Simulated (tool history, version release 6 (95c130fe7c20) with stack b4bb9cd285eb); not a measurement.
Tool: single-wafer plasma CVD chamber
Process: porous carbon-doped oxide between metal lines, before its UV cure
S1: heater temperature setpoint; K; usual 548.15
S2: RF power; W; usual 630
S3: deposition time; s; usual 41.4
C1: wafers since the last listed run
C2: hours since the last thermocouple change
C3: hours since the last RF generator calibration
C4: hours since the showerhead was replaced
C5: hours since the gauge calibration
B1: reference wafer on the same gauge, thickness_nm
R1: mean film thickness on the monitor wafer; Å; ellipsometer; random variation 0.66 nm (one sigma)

run   hour      S1   S2    S3   C1      C2      C3      C4     C5       B1       R1
  1    0.0  548.15  630  35.3    0  1478.1  2139.2  6083.9  203.4  277.141  2291.94
  2    9.2  548.15  630  41.4  118  1487.3  2148.4  6093.1  212.6  277.152  2674.36
  3   18.0  548.15  630  41.4  113  1496.1  2157.2  6101.9  221.4  277.138  2669.09
  4   31.8  548.15  630  41.4  177  1509.9  2171.0  6115.7  235.2  276.944  2676.63
  5   40.8  555.15  630  44.6  115  1518.9  2180.0  6124.7  244.2  276.974  2748.04
  6   53.0  548.15  565  43.4  156  1531.1  2192.2  6136.9  256.4  277.020  2585.72
  7   66.5  548.15  630  41.4  173  1544.6  2205.7  6150.4  269.9  276.924  2671.59
  8   84.3  548.15  630  41.4  229  1562.4  2223.5  6168.2  287.7  277.074  2662.45
  9   96.5  548.15  630  39.6  156  1574.6  2235.7  6180.4  299.9  276.978  2550.63
     108.9  -- RF generator calibrated
 10  111.8  548.15  630  39.6   93  1589.9     2.9  6195.7  315.2  277.145  2677.25
 11  118.2  548.15  630  41.4   82  1596.3     9.3  6202.1  321.6  277.051  2786.41
 12  132.4  548.15  630  41.4  182  1610.5    23.5  6216.3  335.8  277.093  2794.00
     147.8  -- gauge calibrated
 13  147.9  548.15  630  41.4  199  1626.0    39.0  6231.8    0.1  277.025  2790.63
 14  162.8  543.15  630  41.4  191  1640.9    53.9  6246.7   15.0  276.986  2879.19
 15  180.4  543.15  630  41.4  226  1658.5    71.5  6264.3   32.6  276.990  2863.48
 16  191.1  548.15  630  41.4  137  1669.2    82.2  6275.0   43.3  276.946  2791.07
 17  204.3  548.15  630  41.4  169  1682.4    95.4  6288.2   56.5  276.952  2785.37
     220.5  -- showerhead replaced
 18  222.0  548.15  530  36.6  124  1700.1   113.1     1.5   74.2  277.149  2193.67
 19  235.9  548.15  665  44.6  178  1714.0   127.0    15.4   88.1  277.063  3110.33
 20  250.0  548.15  630  41.4  181  1728.1   141.1    29.5  102.2  277.106  2790.35
     263.1  -- thermocouple changed; heater temperature recalibrated
 21  266.8  555.15  720  41.4  113     3.7   157.9    46.3  119.0  276.927  2945.52
 22  281.8  548.15  630  41.4  193    18.7   172.9    61.3  134.0  277.073  2790.79
 23  294.8  561.15  535  34.1  167    31.7   185.9    74.3  147.0  276.770  1913.60
 24  306.9  548.15  630  41.4  155    43.8   198.0    86.4  159.1  277.019  2786.40
 25  324.0  548.15  630  41.4  220    60.9   215.1   103.5  176.2  276.977  2790.19
 26  338.4  557.15  520  47.9  185    75.3   229.5   117.9  190.6  276.989  2656.06
 27  353.5  556.15  690  41.4  194    90.4   244.6   133.0  205.7  277.048  2848.12
 28  363.0  552.15  740  41.4  122    99.9   254.1   142.5  215.2  276.943  3051.77
 29  376.2  548.15  630  41.4  169   113.1   267.3   155.7  228.4  277.079  2792.83
 30  388.4  553.15  630  36.3  156   125.3   279.5   167.9  240.6  277.176  2390.74
 31  398.2  561.15  540  41.4  126   135.1   289.3   177.7  250.4  276.923  2322.32
 32  409.0  559.15  630  41.4  138   145.9   300.1   188.5  261.2  276.889  2622.15
 33  423.2  548.15  745  41.4  182   160.1   314.3   202.7  275.4  276.865  3147.49

The tool's hidden state at each run:
wafer temperature above the value expected at the setpoint (K): 0 in every run
gauge reads high (%): 0 in every run
H1: delivered RF power above the setpoint (%)
run     H1
  1  -7.19
  2  -7.25
  3  -7.31
  4   -7.4
  5  -7.46
  6  -7.54
  7  -7.63
  8  -7.76
  9  -7.84
 10  -1.36
 11  -1.36
 12  -1.36
 13  -1.36
 14  -1.36
 15  -1.36
 16  -1.37
 17  -1.37
 18  -1.38
 19  -1.38
 20  -1.39
 21  -1.39
 22   -1.4
 23  -1.41
 24  -1.42
 25  -1.43
 26  -1.44
 27  -1.45
 28  -1.46
 29  -1.47
 30  -1.48
 31  -1.48
 32  -1.49
 33  -1.51
